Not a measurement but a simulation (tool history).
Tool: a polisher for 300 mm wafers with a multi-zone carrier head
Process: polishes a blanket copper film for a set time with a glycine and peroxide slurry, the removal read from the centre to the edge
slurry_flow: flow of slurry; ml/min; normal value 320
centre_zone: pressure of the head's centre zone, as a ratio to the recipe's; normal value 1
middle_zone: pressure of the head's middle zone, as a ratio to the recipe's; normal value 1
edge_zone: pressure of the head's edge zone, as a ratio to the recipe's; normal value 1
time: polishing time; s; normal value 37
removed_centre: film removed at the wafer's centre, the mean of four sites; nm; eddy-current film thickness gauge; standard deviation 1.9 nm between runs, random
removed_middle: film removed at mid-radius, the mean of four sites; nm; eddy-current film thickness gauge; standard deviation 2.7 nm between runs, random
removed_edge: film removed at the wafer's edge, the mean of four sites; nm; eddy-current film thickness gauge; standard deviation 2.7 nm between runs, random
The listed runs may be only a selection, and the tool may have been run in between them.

run	hour	slurry_flow	centre_zone	middle_zone	edge_zone	time	wafers since the last listed run	wafers polished on this pad	hours since the slurry nozzle was cleaned	hours since the centre zone pressure was calibrated	hours since the edge zone pressure was calibrated	hours since the carrier head's membrane was replaced	incoming thickness of the incoming film, nm	removed_centre	removed_middle	removed_edge
1	0	320	1	1	1	37	0	214	158	1004.3	201	552	1525	248.9	223.5	224.6
2	28.1	320	1	1	1	37	293	507	186.1	1032.4	229.1	580.1	1529.4	249.8	224.2	223.5
3	79.5	320	1	1	1	29	536	1043	237.5	1083.8	280.5	631.5	1527.2	191.2	173.2	173.2
4	107.4	320	1	1	1.06	37	290	1334	265.4	1111.7	308.4	659.4	1539.3	249.2	221.8	225.5
# hour 152.3: worn pad replaced by a new one
5	178.7	360	0.92	1	1	37	701	275	336.7	1183	379.7	730.7	1517.3	231.5	223.3	226.6
6	220.8	360	0.92	1	1	37	439	714	378.8	1225.1	421.8	772.8	1519.9	234	227.4	229.8
7	260.7	320	1	1	1	37	416	1130	418.7	1265	461.7	812.7	1502.1	253	220.5	230.7
# hour 286.4: centre zone pressure recalibrated
8	308.4	320	1	1	1	37	476	1607	466.4	22	509.4	860.4	1507.6	228.5	224	224.5
# hour 318.9: slurry nozzle cleaned
# hour 333.2: worn pad replaced by a new one
9	363.9	320	1	1	1	34	526	320	45	77.5	564.9	915.9	1534	211.5	206.4	207.5
10	399.3	425	1	1	1	37	369	689	80.4	112.9	600.3	951.3	1513.1	235.1	230.8	229.2
# hour 445.3: edge zone pressure recalibrated
11	456.1	320	1	1.04	1	37	571	1261	137.2	169.7	10.8	1008.1	1552.2	236	226.6	227.7
# hour 502.4: carrier head's membrane replaced by a new one
12	514.2	320	1	1	1	37	553	1815	195.3	227.8	68.9	11.8	1518	241.4	218.3	219.5
# hour 528.4: worn pad replaced by a new one
13	570.7	220	1	1	1	26	547	440	251.8	284.3	125.4	68.3	1523.6	158.6	150.4	150.2
14	637.1	320	0.91	0.97	1	28	692	1133	318.2	350.7	191.8	134.7	1512.7	169.9	163.7	169.6
15	675.8	320	1	1	1	27	403	1537	356.9	389.4	230.5	173.4	1527.5	176.2	165.7	165.8
# hour 699.2: worn pad replaced by a new one
16	730.4	320	1	1	1	37	527	325	411.5	444	285.1	228	1552.2	246.6	224.1	225
17	790.5	320	1	1	1	37	626	952	471.6	504.1	345.2	288.1	1527	244.5	222.9	225
18	861.4	320	1.07	1	0.91	37	739	1692	542.5	575	416.1	359	1514.1	265.5	222.1	212.2
# hour 872.6: worn pad replaced by a new one
# hour 913.3: slurry nozzle cleaned
19	931	320	1	1	1	37	673	598	17.7	644.6	485.7	428.6	1525	247.2	217.1	221.7

Below are 5 alternative next runs, each starting from the tool's condition after run 19. Predict each:
A	931.4	320	1	0.92	1	37	4	602	18.1	645	486.1	429	1515.8	?	?	?
B	931.4	320	1	1	1	43	4	602	18.1	645	486.1	429	1515.8	?	?	?
C	931.4	320	0.97	1.07	1	37	4	602	18.1	645	486.1	429	1515.8	?	?	?
D	931.4	320	1	1.05	1	37	4	602	18.1	645	486.1	429	1515.8	?	?	?
E	931.4	320	1	1.06	0.9	37	4	602	18.1	645	486.1	429	1515.8	?	?	?

run	removed_centre	removed_middle	removed_edge
A	250.5	208.9	222.1
B	291.3	260.3	257.9
C	243.3	237.3	221.7
D	250.8	233.4	221.7
E	250.8	235.4	212.9
With the hidden condition removed and each run's random variation left untouched, the same runs would have given:
run	removed_centre	removed_middle	removed_edge
A	224.4	209	222.1
B	261	260.5	257.9
C	217.9	237.4	221.7
D	224.6	233.6	221.7
E	224.7	235.5	212.9

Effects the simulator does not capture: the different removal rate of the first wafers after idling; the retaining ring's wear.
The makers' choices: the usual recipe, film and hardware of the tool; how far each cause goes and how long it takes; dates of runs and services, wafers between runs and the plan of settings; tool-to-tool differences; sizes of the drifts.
